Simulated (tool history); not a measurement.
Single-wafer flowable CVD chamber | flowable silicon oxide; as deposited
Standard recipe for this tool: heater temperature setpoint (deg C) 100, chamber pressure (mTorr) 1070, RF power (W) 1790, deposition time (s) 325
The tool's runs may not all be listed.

run,hour,heater temperature setpoint (deg C),chamber pressure (mTorr),RF power (W),deposition time (s),"read-back reference wafer on the same gauge, thickness_nm",mean film thickness on the monitor wafer (Å)
1,0,111,1070,1790,325,278.095,1638.93
2,17.5,111,1070,1790,325,277.765,1650.75
3,47.4,100,1070,1790,325,278.196,2466.83
4,80.6,100,1070,1790,325,278.177,2486.95
# hour 99.6: gauge calibrated
5,110.6,100,1070,1790,325,277.856,2485.08
6,140,100,1070,1790,325,278.003,2472.02
# hour 233.3: RF generator calibrated
7,233.8,100,1070,1715,325,278.196,2342.29
# hour 289.5: showerhead replaced
8,301.6,100,1070,1790,325,278.002,2401.03
9,340.8,100,1070,1790,325,278.078,2393.71
# hour 372.6: capacitance manometer re-zeroed and calibrated
10,373.1,109,1070,2125,325,278.033,1842.4
# hour 394.4: RF generator calibrated, repeated, since the last time left the tool worse
# hour 448.2: gauge calibrated
# hour 461.2: thermocouple changed; heater temperature recalibrated
11,461.7,95,910,1950,325,277.955,2662.79
12,532.5,100,1070,1460,325,277.736,2247.74
13,616.5,100,1070,1790,325,277.982,2530.98
14,646.2,87,810,2005,389,277.796,3803.44
15,668.2,115,1200,2045,270,278.08,1401.73

The logged runs with the hidden state left out (each run's random variation unchanged):
What the log doesn't record here: wafer temperature above the value expected at the setpoint (K); delivered RF power above the setpoint (%); true pressure above the setpoint (%); gauge reads high (%).
run,mean film thickness on the monitor wafer (Å)
1,1674.02
2,1687.06
3,2523.64
4,2547.16
5,2547.97
6,2537.32
7,2484.13
8,2532.04
9,2524.65
10,1904.76
11,2668.3
12,2258.75
13,2540.04
14,3813.22
15,1405.39
